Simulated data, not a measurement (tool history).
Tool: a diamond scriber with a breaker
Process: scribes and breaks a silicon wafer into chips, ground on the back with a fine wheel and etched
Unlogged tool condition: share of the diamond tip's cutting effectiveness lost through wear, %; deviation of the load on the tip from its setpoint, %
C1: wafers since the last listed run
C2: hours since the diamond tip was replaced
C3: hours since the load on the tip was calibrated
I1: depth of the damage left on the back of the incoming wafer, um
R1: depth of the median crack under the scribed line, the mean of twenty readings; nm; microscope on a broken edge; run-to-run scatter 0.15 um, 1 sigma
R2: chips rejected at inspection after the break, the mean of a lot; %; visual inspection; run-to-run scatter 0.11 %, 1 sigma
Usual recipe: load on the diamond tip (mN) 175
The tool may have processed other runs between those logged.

run 1 day=0.000 | load_on_the_diamond_tip_(mN)=175 | C1=0 C2=543.5 C3=753.4 | I1=0.38 | R1=13220 R2=3.58
run 2 day=3.025 | load_on_the_diamond_tip_(mN)=175 | C1=229 C2=616.1 C3=826.0 | I1=0.65 | R1=13090 R2=3.22
run 3 day=4.975 | load_on_the_diamond_tip_(mN)=175 | C1=148 C2=662.9 C3=872.8 | I1=0.61 | R1=12840 R2=3.68
run 4 day=8.175 | load_on_the_diamond_tip_(mN)=175 | C1=242 C2=739.7 C3=949.6 | I1=0.79 | R1=13030 R2=3.65
-- day=11.288 diamond tip replaced by a new one
run 5 day=11.883 | load_on_the_diamond_tip_(mN)=153 | C1=275 C2=14.3 C3=1038.6 | I1=0.48 | R1=12820 R2=4.89
run 6 day=13.875 | load_on_the_diamond_tip_(mN)=153 | C1=151 C2=62.1 C3=1086.4 | I1=0.61 | R1=12270 R2=5.81
-- day=14.233 load on the tip recalibrated
run 7 day=17.992 | load_on_the_diamond_tip_(mN)=153 | C1=306 C2=160.9 C3=90.2 | I1=0.62 | R1=12110 R2=6.95
run 8 day=31.242 | load_on_the_diamond_tip_(mN)=201 | C1=1005 C2=478.9 C3=408.2 | I1=0.37 | R1=14680 R2=1.85
run 9 day=40.500 | load_on_the_diamond_tip_(mN)=175 | C1=702 C2=701.1 C3=630.4 | I1=0.37 | R1=12870 R2=3.87
run 10 day=44.804 | load_on_the_diamond_tip_(mN)=175 | C1=326 C2=804.4 C3=733.7 | I1=0.49 | R1=12770 R2=4.03
run 11 day=46.621 | load_on_the_diamond_tip_(mN)=175 | C1=137 C2=848.0 C3=777.3 | I1=0.63 | R1=13100 R2=3.70
-- day=46.767 diamond tip replaced by a new one
run 12 day=48.508 | load_on_the_diamond_tip_(mN)=188 | C1=136 C2=41.8 C3=822.6 | I1=0.41 | R1=15130 R2=1.74
run 13 day=50.208 | load_on_the_diamond_tip_(mN)=188 | C1=129 C2=82.6 C3=863.4 | I1=0.63 | R1=15020 R2=1.64
run 14 day=53.354 | load_on_the_diamond_tip_(mN)=175 | C1=238 C2=158.1 C3=938.9 | I1=0.49 | R1=13660 R2=2.36
-- day=54.654 load on the tip recalibrated
run 15 day=56.892 | load_on_the_diamond_tip_(mN)=175 | C1=262 C2=243.0 C3=53.7 | I1=0.77 | R1=13450 R2=2.41
run 16 day=59.838 | load_on_the_diamond_tip_(mN)=175 | C1=223 C2=313.7 C3=124.4 | I1=0.71 | R1=13560 R2=2.70
run 17 day=62.858 | load_on_the_diamond_tip_(mN)=188 | C1=229 C2=386.2 C3=196.9 | I1=0.71 | R1=14120 R2=1.89
run 18 day=65.775 | load_on_the_diamond_tip_(mN)=197 | C1=221 C2=456.2 C3=266.9 | I1=0.43 | R1=14790 R2=1.98
run 19 day=69.692 | load_on_the_diamond_tip_(mN)=175 | C1=297 C2=550.2 C3=360.9 | I1=0.52 | R1=13280 R2=3.07
run 20 day=73.283 | load_on_the_diamond_tip_(mN)=133 | C1=272 C2=636.4 C3=447.1 | I1=0.48 | R1=10370 R2=17.86
run 21 day=74.858 | load_on_the_diamond_tip_(mN)=175 | C1=119 C2=674.2 C3=484.9 | I1=0.73 | R1=13440 R2=3.33
-- day=77.946 diamond tip replaced by a new one
run 22 day=78.671 | load_on_the_diamond_tip_(mN)=175 | C1=283 C2=17.4 C3=576.4 | I1=0.55 | R1=14760 R2=1.75
run 23 day=80.621 | load_on_the_diamond_tip_(mN)=216 | C1=148 C2=64.2 C3=623.2 | I1=0.57 | R1=16780 R2=5.63
run 24 day=82.796 | load_on_the_diamond_tip_(mN)=196 | C1=165 C2=116.4 C3=675.4 | I1=0.45 | R1=15210 R2=2.42
run 25 day=85.083 | load_on_the_diamond_tip_(mN)=147 | C1=173 C2=171.3 C3=730.3 | I1=0.30 | R1=12000 R2=8.21
run 26 day=88.988 | load_on_the_diamond_tip_(mN)=148 | C1=296 C2=265.0 C3=824.0 | I1=0.77 | R1=11620 R2=8.41
run 27 day=92.758 | load_on_the_diamond_tip_(mN)=175 | C1=286 C2=355.5 C3=914.5 | I1=0.38 | R1=13680 R2=2.39
run 28 day=96.738 | load_on_the_diamond_tip_(mN)=203 | C1=302 C2=451.0 C3=1010.0 | I1=0.41 | R1=15030 R2=2.17
run 29 day=98.775 | load_on_the_diamond_tip_(mN)=128 | C1=154 C2=499.9 C3=1058.9 | I1=0.53 | R1=10380 R2=21.51
-- day=98.929 load on the tip recalibrated
run 30 day=100.483 | load_on_the_diamond_tip_(mN)=175 | C1=123 C2=540.9 C3=37.3 | I1=0.53 | R1=13300 R2=3.01
run 31 day=103.812 | load_on_the_diamond_tip_(mN)=190 | C1=252 C2=620.8 C3=117.2 | I1=0.48 | R1=14470 R2=1.69
run 32 day=105.817 | load_on_the_diamond_tip_(mN)=175 | C1=152 C2=668.9 C3=165.3 | I1=0.45 | R1=13210 R2=3.02
run 33 day=108.429 | load_on_the_diamond_tip_(mN)=136 | C1=198 C2=731.6 C3=228.0 | I1=0.45 | R1=10710 R2=15.42
-- day=110.383 diamond tip replaced by a new one
run 34 day=110.671 | load_on_the_diamond_tip_(mN)=143 | C1=163 C2=6.9 C3=281.8 | I1=0.52 | R1=12240 R2=6.64
run 35 day=114.371 | load_on_the_diamond_tip_(mN)=142 | C1=280 C2=95.7 C3=370.6 | I1=0.69 | R1=11570 R2=8.23
run 36 day=117.321 | load_on_the_diamond_tip_(mN)=175 | C1=223 C2=166.5 C3=441.4 | I1=0.48 | R1=13690 R2=2.15
run 37 day=121.175 | load_on_the_diamond_tip_(mN)=149 | C1=292 C2=259.0 C3=533.9 | I1=0.61 | R1=11910 R2=7.99
run 38 day=124.504 | load_on_the_diamond_tip_(mN)=155 | C1=252 C2=338.9 C3=613.8 | I1=0.56 | R1=12190 R2=6.28
run 39 day=128.133 | load_on_the_diamond_tip_(mN)=161 | C1=275 C2=426.0 C3=700.9 | I1=0.48 | R1=12310 R2=5.93
run 40 day=132.600 | load_on_the_diamond_tip_(mN)=205 | C1=339 C2=533.2 C3=808.1 | I1=0.40 | R1=15280 R2=1.88

5 options for the next run, each taken on its own from the tool as it stands now. Forecast them:
run A day=132.625 | load_on_the_diamond_tip_(mN)=175 | C1=1 C2=533.8 C3=808.7 | I1=0.57 | R1=? R2=?
run B day=132.625 | load_on_the_diamond_tip_(mN)=159 | C1=1 C2=533.8 C3=808.7 | I1=0.57 | R1=? R2=?
run C day=132.625 | load_on_the_diamond_tip_(mN)=134 | C1=1 C2=533.8 C3=808.7 | I1=0.57 | R1=? R2=?
run D day=132.625 | load_on_the_diamond_tip_(mN)=145 | C1=1 C2=533.8 C3=808.7 | I1=0.57 | R1=? R2=?
run E day=132.625 | load_on_the_diamond_tip_(mN)=193 | C1=1 C2=533.8 C3=808.7 | I1=0.57 | R1=? R2=?

run=A R1=13190 R2=2.81
run=B R1=12160 R2=5.97
run=C R1=10450 R2=15.94
run=D R1=11220 R2=10.70
run=E R1=14310 R2=1.54
Without the tool's unlogged condition, the same runs would have read:
run=A R1=14480 R2=1.52
run=B R1=13350 R2=2.50
run=C R1=11470 R2=9.23
run=D R1=12320 R2=5.35
run=E R1=15710 R2=2.49
